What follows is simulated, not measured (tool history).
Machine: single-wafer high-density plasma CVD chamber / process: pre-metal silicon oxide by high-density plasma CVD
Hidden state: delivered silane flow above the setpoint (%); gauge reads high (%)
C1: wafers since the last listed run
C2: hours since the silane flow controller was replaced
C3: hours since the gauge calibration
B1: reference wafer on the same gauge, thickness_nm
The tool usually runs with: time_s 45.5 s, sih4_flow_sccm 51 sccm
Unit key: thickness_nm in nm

Run 1, hour 0: usual settings but time_s 43 s, sih4_flow_sccm 48 sccm; C1 0; C2 1964.5; C3 624; B1 228.283. Result: thickness_nm 209.216 nm.
Run 2, hour 50.5: usual settings but time_s 43 s, sih4_flow_sccm 48 sccm; C1 679; C2 2015; C3 674.5; B1 228.094. Result: thickness_nm 210.251 nm.
Run 3, hour 114.9: usual settings but time_s 43 s, sih4_flow_sccm 48 sccm; C1 866; C2 2079.4; C3 738.9; B1 227.832. Result: thickness_nm 211.075 nm.
Run 4, hour 169.9: usual settings; C1 740; C2 2134.4; C3 793.9; B1 227.813. Result: thickness_nm 238.256 nm.
Run 5, hour 215.6: usual settings; C1 615; C2 2180.1; C3 839.6; B1 227.915. Result: thickness_nm 239.103 nm.
Run 6, hour 250.1: usual settings; C1 464; C2 2214.6; C3 874.1; B1 227.658. Result: thickness_nm 239.87 nm.
Run 7, hour 303.5: usual settings; C1 718; C2 2268; C3 927.5; B1 228.3. Result: thickness_nm 240.065 nm.
Run 8, hour 343.3: usual settings but time_s 48.4 s; C1 535; C2 2307.8; C3 967.3; B1 228.307. Result: thickness_nm 254.078 nm.
Run 9, hour 397.3: usual settings but time_s 48.4 s; C1 726; C2 2361.8; C3 1021.3; B1 227.579. Result: thickness_nm 254.588 nm.
Run 10, hour 464.6: usual settings; C1 906; C2 2429.1; C3 1088.6; B1 228.17. Result: thickness_nm 240.45 nm.
At hour 486.9: gauge calibrated.
Run 11, hour 495: usual settings but time_s 41.5 s, sih4_flow_sccm 55 sccm; C1 409; C2 2459.5; C3 8.1; B1 227.895. Result: thickness_nm 235.984 nm.
Run 12, hour 530.2: usual settings; C1 473; C2 2494.7; C3 43.3; B1 228.372. Result: thickness_nm 239.927 nm.
Run 13, hour 566.8: usual settings; C1 492; C2 2531.3; C3 79.9; B1 227.964. Result: thickness_nm 241.738 nm.
At hour 576.4: silane flow controller replaced.
Run 14, hour 597.2: usual settings but time_s 42.4 s, sih4_flow_sccm 43 sccm; C1 301; C2 20.8; C3 110.3; B1 228.081. Result: thickness_nm 194.589 nm.
Run 15, hour 653.8: usual settings but time_s 38.8 s, sih4_flow_sccm 59 sccm; C1 761; C2 77.4; C3 166.9; B1 228.258. Result: thickness_nm 245.21 nm.
At hour 716.1: silane flow controller replaced, repeated, since the last time left the tool worse.
Run 16, hour 721.9: usual settings but time_s 40.7 s, sih4_flow_sccm 48 sccm; C1 809; C2 5.8; C3 235; B1 228.406. Result: thickness_nm 195.53 nm.
Run 17, hour 762.9: usual settings but time_s 51.4 s, sih4_flow_sccm 47 sccm; C1 551; C2 46.8; C3 276; B1 228.301. Result: thickness_nm 240.706 nm.
Run 18, hour 811.8: usual settings but time_s 50.2 s, sih4_flow_sccm 48 sccm; C1 658; C2 95.7; C3 324.9; B1 227.902. Result: thickness_nm 240.112 nm.
Run 19, hour 879: usual settings but time_s 51.6 s, sih4_flow_sccm 55 sccm; C1 904; C2 162.9; C3 392.1; B1 227.74. Result: thickness_nm 279.503 nm.
Run 20, hour 930.8: usual settings but time_s 43.2 s, sih4_flow_sccm 41 sccm; C1 697; C2 214.7; C3 443.9; B1 228.239. Result: thickness_nm 176.119 nm.

What the log doesn't show, run by run:
gauge reads high (%): 0 at every run
H1: delivered silane flow above the setpoint (%)
run      H1
  1    2.56
  2    2.71
  3    2.91
  4    3.08
  5    3.23
  6    3.34
  7    3.52
  8    3.65
  9    3.84
 10    4.08
 11    4.19
 12    4.32
 13    4.45
 14    7.79
 15    7.79
 16  0.0314
 17   0.033
 18  0.0382
 19  0.0511
 20  0.0656
